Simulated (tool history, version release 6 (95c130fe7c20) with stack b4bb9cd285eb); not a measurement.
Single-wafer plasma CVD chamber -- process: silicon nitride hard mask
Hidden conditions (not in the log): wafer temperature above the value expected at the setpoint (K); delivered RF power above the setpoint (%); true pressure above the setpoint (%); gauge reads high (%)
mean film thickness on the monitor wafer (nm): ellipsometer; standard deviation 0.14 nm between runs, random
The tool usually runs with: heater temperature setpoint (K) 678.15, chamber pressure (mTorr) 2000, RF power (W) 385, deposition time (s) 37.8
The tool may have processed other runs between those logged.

run   hour  heater temperature setpoint (K)  chamber pressure (mTorr)  RF power (W)  deposition time (s)  wafers since the last listed run  hours since the last thermocouple change  hours since the last RF generator calibration  hours since the last manometer calibration  hours since the showerhead was replaced  hours since the gauge calibration  read-back reference wafer on the same gauge, thickness_nm  mean film thickness on the monitor wafer (nm)
  1      0                           678.15                      2000           385                 37.8                                 0                                    2845.3                                           1273                                      1818.8                                     4758                              422.5                                                     55.976                                         53.548
  2   31.5                           678.15                      2000           385                 37.8                               822                                    2876.8                                         1304.5                                      1850.3                                   4789.5                                454                                                     56.029                                         53.307
  3   40.2                           678.15                      2350           430                 37.8                               227                                    2885.5                                         1313.2                                        1859                                   4798.2                              462.7                                                     56.007                                         59.864
  4   49.4                           678.15                      2350           430                 37.8                               240                                    2894.7                                         1322.4                                      1868.2                                   4807.4                              471.9                                                     56.051                                         60.123
  5   64.8                           678.15                      2000           415                 37.8                               402                                    2910.1                                         1337.8                                      1883.6                                   4822.8                              487.3                                                     56.001                                         56.226
      76.6  -- capacitance manometer re-zeroed and calibrated
  6   77.1                           678.15                      2000           385                 37.8                               112                                    2922.4                                         1350.1                                         0.5                                   4835.1                              499.6                                                     55.991                                         53.208
  7   90.1                           671.15                      2000           385                 33.9                               339                                    2935.4                                         1363.1                                        13.5                                   4848.1                              512.6                                                      55.99                                         47.861
  8  107.1                           671.15                      2000           385                 33.9                               443                                    2952.4                                         1380.1                                        30.5                                   4865.1                              529.6                                                     56.021                                         47.693
     124.6  -- showerhead replaced, of another model than before
  9  125.1                           668.15                      2000           310                 37.8                               261                                    2970.4                                         1398.1                                        48.5                                      0.5                              547.6                                                     55.975                                         48.837
 10  152.1                           678.15                      1780           385                 37.8                               705                                    2997.4                                         1425.1                                        75.5                                     27.5                              574.6                                                     56.008                                         53.107
 11  159.7                           678.15                      2000           385                 33.9                               198                                      3005                                         1432.7                                        83.1                                     35.1                              582.2                                                     55.994                                         48.444
 12  166.8                           685.15                      2000           330                 35.3                               185                                    3012.1                                         1439.8                                        90.2                                     42.2                              589.3                                                     55.967                                         46.681
 13  181.3                           673.15                      1860           315                 40.3                               378                                    3026.6                                         1454.3                                       104.7                                     56.7                              603.8                                                     55.958                                         51.419
     200.3  -- thermocouple changed; heater temperature recalibrated
     223.7  -- gauge calibrated
 14  224.2                           678.15                      1700           385                 37.8                               911                                      23.9                                         1497.2                                       147.6                                     99.6                                0.5                                                      56.01                                         52.362
 15  230.5                           678.15                      2000           385                 37.8                               164                                      30.2                                         1503.5                                       153.9                                    105.9                                6.8                                                     55.978                                         53.739
 16  237.3                           691.15                      2000           385                 37.8                               177                                        37                                         1510.3                                       160.7                                    112.7                               13.6                                                         56                                         53.457
     259.9  -- RF generator calibrated
 17  274.3                           678.15                      2500           385                 37.8                               757                                        74                                           14.4                                       197.7                                    149.7                               50.6                                                     56.003                                         58.182
 18  290.5                           678.15                      2000           410                 41.8                               423                                      90.2                                           30.6                                       213.9                                    165.9                               66.8                                                     55.964                                         63.962
 19  300.9                           664.15                      2000           310                 32.7                               271                                     100.6                                             41                                       224.3                                    176.3                               77.2                                                     55.972                                         43.976
 20  315.9                           678.15                      2000           385                 37.8                               391                                     115.6                                             56                                       239.3                                    191.3                               92.2                                                     56.021                                         56.088

For run 21, what comes out?
 21  328.5                           678.15                      2000           385                 37.8                               329                                     128.2                                           68.6                                       251.9                                    203.9                              104.8                                                          ?                                              ?

Run 21 produced read-back reference wafer on the same gauge, thickness_nm 55.994, mean film thickness on the monitor wafer (nm) 56.002.
On a tool with no hidden condition, and with the same random variation, this run would have come out at mean film thickness on the monitor wafer (nm) 56.181.
